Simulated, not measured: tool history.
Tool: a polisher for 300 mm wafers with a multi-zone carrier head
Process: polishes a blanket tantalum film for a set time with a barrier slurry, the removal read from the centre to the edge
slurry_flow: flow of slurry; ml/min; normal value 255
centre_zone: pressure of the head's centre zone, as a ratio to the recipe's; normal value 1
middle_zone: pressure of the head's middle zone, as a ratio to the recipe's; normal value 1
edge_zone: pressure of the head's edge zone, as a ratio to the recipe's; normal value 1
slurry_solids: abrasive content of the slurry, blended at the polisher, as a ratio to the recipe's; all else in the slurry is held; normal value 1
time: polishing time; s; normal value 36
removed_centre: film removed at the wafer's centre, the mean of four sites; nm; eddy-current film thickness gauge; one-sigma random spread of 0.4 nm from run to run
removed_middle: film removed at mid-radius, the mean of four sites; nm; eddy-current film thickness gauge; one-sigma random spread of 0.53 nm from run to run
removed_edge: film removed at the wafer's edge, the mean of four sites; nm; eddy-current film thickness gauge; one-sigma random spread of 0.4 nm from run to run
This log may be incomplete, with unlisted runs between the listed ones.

run	hour	slurry_flow	centre_zone	middle_zone	edge_zone	slurry_solids	time	wafers since the last listed run	wafers polished on this pad	hours since the slurry nozzle was cleaned	hours since the centre zone pressure was calibrated	hours since the edge zone pressure was calibrated	hours since the carrier head's membrane was replaced	incoming thickness of the incoming film, nm	removed_centre	removed_middle	removed_edge
1	0	255	1	1	1	1	36	0	1124	666.6	923.8	15.2	951.5	292	36.7	40	39.9
2	23.2	255	1	1	1	1	36	342	1466	689.8	947	38.4	974.7	288.2	36.8	39.8	39.4
3	40	255	1	1	1	1	36	247	1714	706.6	963.8	55.2	991.5	289.9	37.1	39.9	39.4
4	56.6	255	1	1	1	1	36	244	1959	723.2	980.4	71.8	1008.1	288.2	35.8	38.5	39.1
# hour 64.1: centre zone pressure recalibrated
# hour 69.9: worn pad replaced by a new one
5	86	255	1	1	1	1	36	345	236	752.6	21.9	101.2	1037.5	290.1	40.2	39.2	39.7
6	189.1	255	1	0.95	1	1.15	36	1521	1757	855.7	125	204.3	1140.6	285.4	41	38.9	41.1
7	207.2	255	1	1	1	1	36	267	2024	873.8	143.1	222.4	1158.7	288.5	39	39.1	39.2
# hour 214: worn pad replaced by a new one
8	230.2	255	1	1.07	1.11	1	36	280	239	896.8	166.1	245.4	1181.7	290.1	39.6	41.8	41.3
9	261.5	255	1	1	1	1	36	461	701	928.1	197.4	276.7	1213	293.8	39.5	40.6	38.4
# hour 267.6: slurry nozzle cleaned
10	277.2	255	1	1	1.09	1.1	36	216	918	9.6	213.1	292.4	1228.7	289.3	39.5	39.8	41.6
# hour 309: carrier head's membrane replaced by a new one
11	309.5	255	1	1	1	1	40	402	1320	41.9	245.4	324.7	0.5	289.9	43	44.7	43.4
12	330.2	315	1	1.08	0.94	1	36	305	1626	62.6	266.1	345.4	21.2	290.6	39.4	42.1	38.5
13	350.3	255	1	1	1	1	36	296	1922	82.7	286.2	365.5	41.3	293.8	39.2	39.3	38.4
14	371.1	255	1	1	1	1.15	23	306	2229	103.5	307	386.3	62.1	295.4	25.6	25.7	26.2
15	384.6	255	0.88	1	1	0.7	36	199	2428	117	320.5	399.8	75.6	294.3	31.6	36.7	36
# hour 392.1: worn pad replaced by a new one
16	405.8	225	1.08	1.1	1.05	1	36	253	201	138.2	341.7	421	96.8	293.2	41.2	42.3	39.6
17	426.9	255	0.96	1	0.96	1.15	36	311	513	159.3	362.8	442.1	117.9	287.4	38.2	41	38.6
18	457.1	255	1.09	0.89	1	1	36	445	958	189.5	393	472.3	148.1	289	41.2	35.3	39.2
19	469.3	255	1	1	1	1	36	179	1138	201.7	405.2	484.5	160.3	293.4	39	39.6	39.4
20	502.1	315	1	0.93	1.03	1.2	36	483	1622	234.5	438	517.3	193.1	290.1	41.3	39.3	41.4
21	517.1	255	1	1	1.09	1.1	36	221	1843	249.5	453	532.3	208.1	288.6	39.1	40.3	41.8

Consider 5 possible next runs. They are alternatives, not a sequence: every one starts from the tool as it was left by run 21. What does each give?
A	517.5	255	1	1	1	1	36	5	1849	249.9	453.4	532.7	208.5	288.6	?	?	?
B	517.5	255	0.97	1	1	1	36	5	1849	249.9	453.4	532.7	208.5	288.6	?	?	?
C	517.5	255	1	1	1.06	1	41	5	1849	249.9	453.4	532.7	208.5	288.6	?	?	?
D	517.5	280	1	1	1	1	36	5	1849	249.9	453.4	532.7	208.5	288.6	?	?	?
E	517.5	255	0.96	1	1.08	1	36	5	1849	249.9	453.4	532.7	208.5	288.6	?	?	?

run	removed_centre	removed_middle	removed_edge
A	38.4	40.5	39.5
B	37.4	40.5	39.5
C	43.8	46.2	46.3
D	38.8	40.9	39.8
E	37	40.5	41.1
Without the tool's unlogged condition, the same runs would have read:
run	removed_centre	removed_middle	removed_edge
A	39.6	40.5	39.5
B	38.5	40.5	39.5
C	45.1	46.2	46.3
D	40	40.9	39.8
E	38.1	40.5	41.1
